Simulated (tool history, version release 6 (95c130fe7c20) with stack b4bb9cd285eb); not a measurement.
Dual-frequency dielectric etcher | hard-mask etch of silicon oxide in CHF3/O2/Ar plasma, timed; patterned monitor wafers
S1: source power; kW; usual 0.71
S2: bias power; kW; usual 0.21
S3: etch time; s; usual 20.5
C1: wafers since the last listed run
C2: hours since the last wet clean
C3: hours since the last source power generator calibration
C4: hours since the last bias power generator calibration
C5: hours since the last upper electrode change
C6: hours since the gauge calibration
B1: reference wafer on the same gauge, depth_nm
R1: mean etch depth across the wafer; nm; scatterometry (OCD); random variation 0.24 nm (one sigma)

run	hour	S1	S2	S3	C1	C2	C3	C4	C5	C6	B1	R1
1	0	0.71	0.21	24.5	0	5.5	1921.7	2002	4507.7	672.3	46.25	53.21
# hour 28.7: gauge calibrated
2	43.5	0.71	0.21	24.5	523	49	1965.2	2045.5	4551.2	14.8	46.26	53.29
3	132.6	0.71	0.177	20.5	1072	138.1	2054.3	2134.6	4640.3	103.9	46.22	41.68
4	177.5	0.71	0.177	20.5	540	183	2099.2	2179.5	4685.2	148.8	46.47	41.26
5	265.2	0.71	0.177	20.5	1055	270.7	2186.9	2267.2	4772.9	236.5	46.47	40.93
6	357.3	0.71	0.21	20.5	1108	362.8	2279	2359.3	4865	328.6	46.35	43.45
# hour 426.4: wet clean of the chamber
7	426.9	0.71	0.21	20.5	548	0.5	2348.6	2428.9	4934.6	398.2	46.28	47.92
8	504.7	0.71	0.21	20.5	936	78.3	2426.4	2506.7	5012.4	476	46.32	47.32

The next listed run, before its measurement:
# hour 547.3: upper electrode replaced
# hour 597.6: wet clean of the chamber, repeated, since the last time left the tool worse
9	598.1	0.71	0.159	26.5	546	0.5	2519.8	2600.1	50.8	569.4	?	?

{"run 9": {"B1": 46.34, "R1": 51.9}}
Without the tool's hidden state the same run would have given R1 52.24 nm.
